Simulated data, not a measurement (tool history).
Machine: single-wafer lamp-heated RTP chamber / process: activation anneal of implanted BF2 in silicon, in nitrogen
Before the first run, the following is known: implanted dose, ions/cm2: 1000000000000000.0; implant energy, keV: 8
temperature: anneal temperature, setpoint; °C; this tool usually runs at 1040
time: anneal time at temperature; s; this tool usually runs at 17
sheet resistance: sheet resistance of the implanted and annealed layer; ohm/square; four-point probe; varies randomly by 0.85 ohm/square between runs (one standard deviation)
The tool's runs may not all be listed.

run    hour  temperature  time  read-back reference wafer on the same gauge, sheet resistance  sheet resistance
  1       0         1040    17                                                         231.04            202.52
       28.4  -- reflector plate cleaned
  2    62.2         1040    17                                                         231.35            200.67
  3   121.9         1040    17                                                         231.03            202.33
  4   166.5         1040    20                                                         231.04            197.34
  5   240.2         1040    20                                                         231.24            196.51
      266.1  -- pyrometer window cleaned and pyrometer calibrated
  6   281.5         1040    20                                                         231.06            196.83
  7   327.6         1040    17                                                         230.81            201.59
  8   388.9         1040    17                                                         230.82            201.05
  9   432.4         1040    17                                                         231.11            201.82
 10   466.3         1040    17                                                         231.21            202.84
      485.8  -- reflector plate cleaned
 11   621.6         1040    17                                                         231.03            201.57
 12     662         1040    17                                                         230.71            200.47
 13   687.8         1040     9                                                         231.11            227.85
      742.3  -- pyrometer window cleaned and pyrometer calibrated
 14   755.5         1040    15                                                         231.13            207.78
 15   808.2         1040    15                                                         230.94            207.22
 16   842.2         1040    15                                                         230.79            205.66
 17   903.1         1010    17                                                         230.64            253.73
      963.6  -- reflector plate cleaned
 18     969         1040    17                                                         231.27            201.16
 19  1019.5         1053    13                                                          230.8            195.94
 20    1081         1016    14                                                         230.86            255.32
     1140.3  -- pyrometer window cleaned and pyrometer calibrated
 21  1239.4         1058     8                                                         230.82            208.51
 22  1264.5         1030     7                                                         230.82            266.35
     1299.5  -- gauge calibrated
 23    1314         1040    27                                                         231.16            187.29
 24  1338.7         1056    17                                                         230.67            183.04
 25  1388.5         1014     7                                                         231.14            306.37
 26  1419.8         1023    24                                                         230.74            209.05
     1465.7  -- reflector plate cleaned
 27    1471         1040    17                                                          231.2            200.66
 28  1514.3         1015    17                                                         231.18            243.46
     1553.2  -- pyrometer window cleaned and pyrometer calibrated
 29  1577.8         1040    17                                                         231.11            201.36
 30  1644.2         1012    24                                                         231.05            227.31
 31  1691.8         1029    11                                                         231.09            240.58
 32  1763.1         1022    26                                                         230.78            208.48
 33  1805.3         1040     8                                                          230.7            237.12
 34  1909.1         1027    25                                                          231.2            201.76
     1922.5  -- reflector plate cleaned
 35  1947.9         1040    11                                                         230.83             219.8
     1971.9  -- pyrometer window cleaned and pyrometer calibrated
 36    2009         1040    17                                                         231.09            201.89
 37  2055.2         1040    17                                                         231.49            201.58

State the hidden condition of the tool at each of the runs:
true wafer temperature minus pyrometer reading, K: 0 at every run
wafer temperature error from the tarnished reflector plate, K: 0 at every run
gauge reads high (%): 0 at every run
